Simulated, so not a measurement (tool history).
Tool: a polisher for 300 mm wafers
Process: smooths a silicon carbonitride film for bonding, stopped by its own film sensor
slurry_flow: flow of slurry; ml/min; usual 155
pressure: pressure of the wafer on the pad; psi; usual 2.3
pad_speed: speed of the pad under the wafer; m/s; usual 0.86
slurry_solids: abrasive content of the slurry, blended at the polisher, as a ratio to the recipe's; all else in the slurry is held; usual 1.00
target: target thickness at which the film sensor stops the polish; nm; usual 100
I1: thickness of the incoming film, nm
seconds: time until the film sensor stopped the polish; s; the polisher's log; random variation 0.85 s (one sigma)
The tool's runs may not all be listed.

Run 1, hour 0.0: usual settings; I1 118.5. Result: seconds 65.9 s.
Run 2, hour 47.0: usual settings; I1 121.4. Result: seconds 75.8 s.
Run 3, hour 89.4: usual settings but target 98 nm; I1 120.8. Result: seconds 79.8 s.
At hour 132.6: head pressure recalibrated.
At hour 241.6: slurry blender recalibrated.
At hour 249.4: worn pad replaced by a new one.
Run 4, hour 329.9: usual settings but target 98 nm; I1 120.3. Result: seconds 86.6 s.
At hour 360.4: slurry nozzle cleaned.
Run 5, hour 399.6: usual settings but target 98 nm; I1 118.2. Result: seconds 72.8 s.
Run 6, hour 494.4: usual settings but slurry_flow 120 ml/min; I1 120.7. Result: seconds 78.3 s.
Run 7, hour 573.9: usual settings but pad_speed 0.58 m/s; I1 119.2. Result: seconds 91.6 s.
Run 8, hour 666.3: usual settings but slurry_flow 180 ml/min, target 102 nm; I1 118.3. Result: seconds 57.1 s.
Run 9, hour 709.7: usual settings; I1 119.7. Result: seconds 73.2 s.
Run 10, hour 789.4: usual settings but pressure 1.7 psi, pad_speed 1.08 m/s; I1 120.6. Result: seconds 82.8 s.
At hour 859.3: head pressure recalibrated.
Run 11, hour 869.6: usual settings but pad_speed 1.02 m/s, target 93 nm; I1 120.3. Result: seconds 93.4 s.
At hour 904.4: slurry blender recalibrated.
Run 12, hour 955.3: usual settings; I1 119.5. Result: seconds 75.0 s.
At hour 960.2: worn pad replaced by a new one.
Run 13, hour 1005.1: usual settings but slurry_solids 0.75; I1 119.9. Result: seconds 96.9 s.
At hour 1083.0: slurry nozzle cleaned.
Run 14, hour 1103.9: usual settings but slurry_flow 110 ml/min, target 107 nm; I1 120.3. Result: seconds 48.6 s.
Run 15, hour 1196.3: usual settings but pad_speed 1.00 m/s, slurry_solids 0.90, target 106 nm; I1 120.0. Result: seconds 48.4 s.
Run 16, hour 1284.1: usual settings; I1 119.2. Result: seconds 68.4 s.
Run 17, hour 1385.4: usual settings but slurry_solids 0.85; I1 120.7. Result: seconds 82.1 s.
Run 18, hour 1460.3: usual settings but slurry_flow 105 ml/min, target 97 nm; I1 119.0. Result: seconds 86.1 s.
Run 19, hour 1565.6: usual settings but pressure 2.8 psi, slurry_solids 1.30; I1 119.4. Result: seconds 48.4 s.
At hour 1625.4: head pressure recalibrated.
At hour 1628.3: worn pad replaced by a new one.
Run 20, hour 1662.0: usual settings but pressure 2.0 psi, slurry_solids 1.10; I1 120.3. Result: seconds 87.7 s.
At hour 1686.7: slurry blender recalibrated.
At hour 1707.4: slurry nozzle cleaned.
Run 21, hour 1717.1: usual settings but slurry_flow 195 ml/min, pad_speed 1.14 m/s, target 96 nm; I1 119.1. Result: seconds 68.2 s.
Run 22, hour 1794.2: usual settings but slurry_flow 175 ml/min, pad_speed 0.70 m/s, target 105 nm; I1 120.6. Result: seconds 64.5 s.
Run 23, hour 1884.5: usual settings but pad_speed 0.56 m/s, slurry_solids 0.70, target 98 nm; I1 119.9. Result: seconds 150.9 s.
Run 24, hour 1921.2: usual settings but pressure 3.1 psi; I1 119.6. Result: seconds 55.6 s.
Run 25, hour 1970.4: usual settings but slurry_flow 180 ml/min, pad_speed 1.12 m/s, slurry_solids 1.15, target 97 nm; I1 120.9. Result: seconds 64.8 s.
Run 26, hour 2050.5: usual settings; I1 121.1. Result: seconds 78.8 s.
Run 27, hour 2096.3: usual settings but target 104 nm; I1 119.9. Result: seconds 58.1 s.
Run 28, hour 2184.5: usual settings; I1 120.6. Result: seconds 75.1 s.
Run 29, hour 2224.8: usual settings but slurry_flow 105 ml/min; I1 120.9. Result: seconds 82.0 s.

Some steps in seconds between neighbouring runs. How much of each would the tool show without its hidden state too (settings, what came in, random variation), and how much is left for the hidden state, with any gauge scatter that isn't in both results?
The hidden state here: removal rate lost through wear of the pad, %; slurry flow missing at the pad, %; deviation of the head's pressure from its setpoint, %; abrasive missing from the slurry, %.
Run 3 -> 4: head pressure recalibrated, slurry blender recalibrated, worn pad replaced by a new one. seconds +6.8 s: hidden state +8.3, all else -1.5.
Run 19 -> 20: pressure 2.8 -> 2.0, slurry_solids 1.30 -> 1.10, head pressure recalibrated, worn pad replaced by a new one. seconds +39.3 s: hidden state +9.3, all else +30.0.
Run 22 -> 23: slurry_flow 175 -> 155, pad_speed 0.70 -> 0.56, slurry_solids 1.00 -> 0.70, target 105 -> 98. seconds +86.4 s: hidden state +1.9, all else +84.5.
Run 23 -> 24: pressure 2.3 -> 3.1, pad_speed 0.56 -> 0.86, slurry_solids 0.70 -> 1.00, target 98 -> 100. seconds -95.3 s: hidden state -1.8, all else -93.5.
